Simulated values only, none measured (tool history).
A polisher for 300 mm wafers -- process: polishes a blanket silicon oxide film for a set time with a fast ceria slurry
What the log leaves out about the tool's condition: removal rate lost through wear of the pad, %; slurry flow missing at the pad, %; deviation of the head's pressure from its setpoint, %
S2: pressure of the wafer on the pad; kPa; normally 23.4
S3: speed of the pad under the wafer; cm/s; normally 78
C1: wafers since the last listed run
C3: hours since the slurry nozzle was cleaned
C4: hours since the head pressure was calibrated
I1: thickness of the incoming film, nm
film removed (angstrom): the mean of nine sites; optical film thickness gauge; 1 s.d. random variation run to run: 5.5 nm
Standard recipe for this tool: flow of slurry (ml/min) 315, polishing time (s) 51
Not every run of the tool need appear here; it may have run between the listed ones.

{"run": 1, "hour": 0.0, "flow of slurry (ml/min)": 315, "S2": 23.4, "S3": 78, "polishing time (s)": 59, "C1": 0, "wafers polished on this pad": 2164, "C3": 404.3, "C4": 798.7, "I1": 3058.8, "film removed (angstrom)": 8161}
{"run": 2, "hour": 50.9, "flow of slurry (ml/min)": 315, "S2": 23.4, "S3": 78, "polishing time (s)": 59, "C1": 439, "wafers polished on this pad": 2604, "C3": 455.2, "C4": 849.6, "I1": 3056.8, "film removed (angstrom)": 8111}
{"run": 3, "hour": 130.1, "flow of slurry (ml/min)": 315, "S2": 23.4, "S3": 78, "polishing time (s)": 59, "C1": 683, "wafers polished on this pad": 3287, "C3": 534.4, "C4": 928.8, "I1": 3055.0, "film removed (angstrom)": 8152}
{"hour": 217.3, "done": "slurry nozzle cleaned"}
{"hour": 232.4, "done": "worn pad replaced by a new one"}
{"hour": 232.9, "done": "head pressure recalibrated"}
{"run": 4, "hour": 237.8, "flow of slurry (ml/min)": 315, "S2": 23.4, "S3": 78, "polishing time (s)": 51, "C1": 881, "wafers polished on this pad": 42, "C3": 20.5, "C4": 4.9, "I1": 3078.4, "film removed (angstrom)": 7210}
{"run": 5, "hour": 298.3, "flow of slurry (ml/min)": 315, "S2": 23.4, "S3": 78, "polishing time (s)": 51, "C1": 522, "wafers polished on this pad": 564, "C3": 81.0, "C4": 65.4, "I1": 3073.0, "film removed (angstrom)": 7223}
{"run": 6, "hour": 337.0, "flow of slurry (ml/min)": 315, "S2": 23.4, "S3": 78, "polishing time (s)": 51, "C1": 334, "wafers polished on this pad": 898, "C3": 119.7, "C4": 104.1, "I1": 3052.7, "film removed (angstrom)": 7154}
{"run": 7, "hour": 387.6, "flow of slurry (ml/min)": 315, "S2": 29.6, "S3": 78, "polishing time (s)": 51, "C1": 436, "wafers polished on this pad": 1335, "C3": 170.3, "C4": 154.7, "I1": 3071.4, "film removed (angstrom)": 9000}
{"run": 8, "hour": 432.5, "flow of slurry (ml/min)": 315, "S2": 29.6, "S3": 78, "polishing time (s)": 51, "C1": 387, "wafers polished on this pad": 1722, "C3": 215.2, "C4": 199.6, "I1": 3004.9, "film removed (angstrom)": 9105}
{"run": 9, "hour": 524.1, "flow of slurry (ml/min)": 315, "S2": 23.4, "S3": 68, "polishing time (s)": 51, "C1": 790, "wafers polished on this pad": 2513, "C3": 306.8, "C4": 291.2, "I1": 3057.9, "film removed (angstrom)": 6174}
{"run": 10, "hour": 621.1, "flow of slurry (ml/min)": 315, "S2": 23.4, "S3": 68, "polishing time (s)": 51, "C1": 837, "wafers polished on this pad": 3350, "C3": 403.8, "C4": 388.2, "I1": 3023.5, "film removed (angstrom)": 6145}
{"hour": 811.7, "done": "worn pad replaced by a new one"}
{"run": 11, "hour": 848.5, "flow of slurry (ml/min)": 315, "S2": 23.4, "S3": 68, "polishing time (s)": 51, "C1": 1928, "wafers polished on this pad": 317, "C3": 631.2, "C4": 615.6, "I1": 3055.2, "film removed (angstrom)": 6056}
{"hour": 854.9, "done": "slurry nozzle cleaned"}
{"run": 12, "hour": 933.3, "flow of slurry (ml/min)": 315, "S2": 23.4, "S3": 78, "polishing time (s)": 51, "C1": 723, "wafers polished on this pad": 1040, "C3": 78.4, "C4": 700.4, "I1": 3047.4, "film removed (angstrom)": 7164}
{"hour": 1216.9, "done": "head pressure recalibrated"}
{"run": 13, "hour": 1252.7, "flow of slurry (ml/min)": 315, "S2": 23.4, "S3": 78, "polishing time (s)": 51, "C1": 2739, "wafers polished on this pad": 3780, "C3": 397.8, "C4": 35.8, "I1": 3021.8, "film removed (angstrom)": 6942}
{"run": 14, "hour": 1312.5, "flow of slurry (ml/min)": 315, "S2": 23.4, "S3": 78, "polishing time (s)": 51, "C1": 516, "wafers polished on this pad": 4296, "C3": 457.6, "C4": 95.6, "I1": 3042.1, "film removed (angstrom)": 7076}
{"run": 15, "hour": 1369.9, "flow of slurry (ml/min)": 315, "S2": 23.4, "S3": 78, "polishing time (s)": 51, "C1": 495, "wafers polished on this pad": 4791, "C3": 515.0, "C4": 153.0, "I1": 3070.9, "film removed (angstrom)": 7048}
{"hour": 1384.3, "done": "worn pad replaced by a new one"}
{"hour": 1399.4, "done": "slurry nozzle cleaned"}
{"run": 16, "hour": 1435.9, "flow of slurry (ml/min)": 315, "S2": 23.4, "S3": 78, "polishing time (s)": 51, "C1": 526, "wafers polished on this pad": 436, "C3": 36.5, "C4": 219.0, "I1": 3018.8, "film removed (angstrom)": 7177}
{"run": 17, "hour": 1472.2, "flow of slurry (ml/min)": 315, "S2": 23.4, "S3": 78, "polishing time (s)": 51, "C1": 313, "wafers polished on this pad": 749, "C3": 72.8, "C4": 255.3, "I1": 2993.4, "film removed (angstrom)": 7201}
{"run": 18, "hour": 1563.8, "flow of slurry (ml/min)": 210, "S2": 18.6, "S3": 78, "polishing time (s)": 66, "C1": 790, "wafers polished on this pad": 1540, "C3": 164.4, "C4": 346.9, "I1": 3024.2, "film removed (angstrom)": 7106}
{"run": 19, "hour": 1641.1, "flow of slurry (ml/min)": 250, "S2": 31.0, "S3": 62, "polishing time (s)": 58, "C1": 667, "wafers polished on this pad": 2207, "C3": 241.7, "C4": 424.2, "I1": 3084.7, "film removed (angstrom)": 8357}
{"run": 20, "hour": 1711.4, "flow of slurry (ml/min)": 315, "S2": 23.4, "S3": 78, "polishing time (s)": 51, "C1": 606, "wafers polished on this pad": 2814, "C3": 312.0, "C4": 494.5, "I1": 3082.8, "film removed (angstrom)": 7180}
{"run": 21, "hour": 1781.7, "flow of slurry (ml/min)": 315, "S2": 23.4, "S3": 78, "polishing time (s)": 51, "C1": 606, "wafers polished on this pad": 3421, "C3": 382.3, "C4": 564.8, "I1": 3031.8, "film removed (angstrom)": 7087}
{"run": 22, "hour": 1842.2, "flow of slurry (ml/min)": 315, "S2": 23.4, "S3": 78, "polishing time (s)": 41, "C1": 522, "wafers polished on this pad": 3943, "C3": 442.8, "C4": 625.3, "I1": 3047.5, "film removed (angstrom)": 5604}
{"run": 23, "hour": 1911.2, "flow of slurry (ml/min)": 315, "S2": 19.3, "S3": 78, "polishing time (s)": 51, "C1": 595, "wafers polished on this pad": 4538, "C3": 511.8, "C4": 694.3, "I1": 3071.8, "film removed (angstrom)": 5842}
{"hour": 1994.1, "done": "worn pad replaced by a new one"}
{"run": 24, "hour": 2009.0, "flow of slurry (ml/min)": 315, "S2": 23.4, "S3": 94, "polishing time (s)": 40, "C1": 809, "wafers polished on this pad": 128, "C3": 609.6, "C4": 792.1, "I1": 3019.1, "film removed (angstrom)": 6622}
{"hour": 2013.5, "done": "slurry nozzle cleaned"}
{"run": 25, "hour": 2050.5, "flow of slurry (ml/min)": 255, "S2": 29.6, "S3": 78, "polishing time (s)": 56, "C1": 349, "wafers polished on this pad": 478, "C3": 37.0, "C4": 833.6, "I1": 3048.2, "film removed (angstrom)": 9787}
{"run": 26, "hour": 2148.6, "flow of slurry (ml/min)": 315, "S2": 26.9, "S3": 60, "polishing time (s)": 67, "C1": 846, "wafers polished on this pad": 1325, "C3": 135.1, "C4": 931.7, "I1": 2991.6, "film removed (angstrom)": 8285}
{"run": 27, "hour": 2205.3, "flow of slurry (ml/min)": 315, "S2": 23.4, "S3": 78, "polishing time (s)": 51, "C1": 489, "wafers polished on this pad": 1814, "C3": 191.8, "C4": 988.4, "I1": 3033.9, "film removed (angstrom)": 7086}
{"hour": 2211.1, "done": "head pressure recalibrated"}
{"run": 28, "hour": 2256.5, "flow of slurry (ml/min)": 270, "S2": 23.4, "S3": 78, "polishing time (s)": 40, "C1": 424, "wafers polished on this pad": 2239, "C3": 243.0, "C4": 45.4, "I1": 3028.3, "film removed (angstrom)": 5487}
{"run": 29, "hour": 2340.7, "flow of slurry (ml/min)": 410, "S2": 30.3, "S3": 58, "polishing time (s)": 51, "C1": 726, "wafers polished on this pad": 2965, "C3": 327.2, "C4": 129.6, "I1": 3079.4, "film removed (angstrom)": 6937}
{"run": 30, "hour": 2595.7, "flow of slurry (ml/min)": 225, "S2": 23.4, "S3": 102, "polishing time (s)": 37, "C1": 2200, "wafers polished on this pad": 5166, "C3": 582.2, "C4": 384.6, "I1": 3071.6, "film removed (angstrom)": 6498}
{"hour": 2605.2, "done": "slurry nozzle cleaned"}
{"hour": 2609.9, "done": "worn pad replaced by a new one"}
{"run": 31, "hour": 2686.6, "flow of slurry (ml/min)": 315, "S2": 23.4, "S3": 78, "polishing time (s)": 51, "C1": 741, "wafers polished on this pad": 662, "C3": 81.4, "C4": 475.5, "I1": 3001.8, "film removed (angstrom)": 7183}
{"run": 32, "hour": 2756.4, "flow of slurry (ml/min)": 220, "S2": 21.4, "S3": 104, "polishing time (s)": 41, "C1": 602, "wafers polished on this pad": 1264, "C3": 151.2, "C4": 545.3, "I1": 3071.9, "film removed (angstrom)": 6819}
{"run": 33, "hour": 2798.3, "flow of slurry (ml/min)": 315, "S2": 28.3, "S3": 54, "polishing time (s)": 64, "C1": 361, "wafers polished on this pad": 1626, "C3": 193.1, "C4": 587.2, "I1": 3049.9, "film removed (angstrom)": 7458}

What would each run have given without the hidden state, its run-to-run variation left as it was?
run=1 film_removed_(angstrom)=8337
run=2 film_removed_(angstrom)=8313
run=3 film_removed_(angstrom)=8403
run=4 film_removed_(angstrom)=7223
run=5 film_removed_(angstrom)=7255
run=6 film_removed_(angstrom)=7198
run=7 film_removed_(angstrom)=9078
run=8 film_removed_(angstrom)=9205
run=9 film_removed_(angstrom)=6272
run=10 film_removed_(angstrom)=6280
run=11 film_removed_(angstrom)=6294
run=12 film_removed_(angstrom)=7189
run=13 film_removed_(angstrom)=7084
run=14 film_removed_(angstrom)=7248
run=15 film_removed_(angstrom)=7248
run=16 film_removed_(angstrom)=7190
run=17 film_removed_(angstrom)=7225
run=18 film_removed_(angstrom)=7175
run=19 film_removed_(angstrom)=8468
run=20 film_removed_(angstrom)=7290
run=21 film_removed_(angstrom)=7226
run=22 film_removed_(angstrom)=5735
run=23 film_removed_(angstrom)=6007
run=24 film_removed_(angstrom)=6861
run=25 film_removed_(angstrom)=9832
run=26 film_removed_(angstrom)=8357
run=27 film_removed_(angstrom)=7168
run=28 film_removed_(angstrom)=5574
run=29 film_removed_(angstrom)=7049
run=30 film_removed_(angstrom)=6803
run=31 film_removed_(angstrom)=7208
run=32 film_removed_(angstrom)=6876
run=33 film_removed_(angstrom)=7523
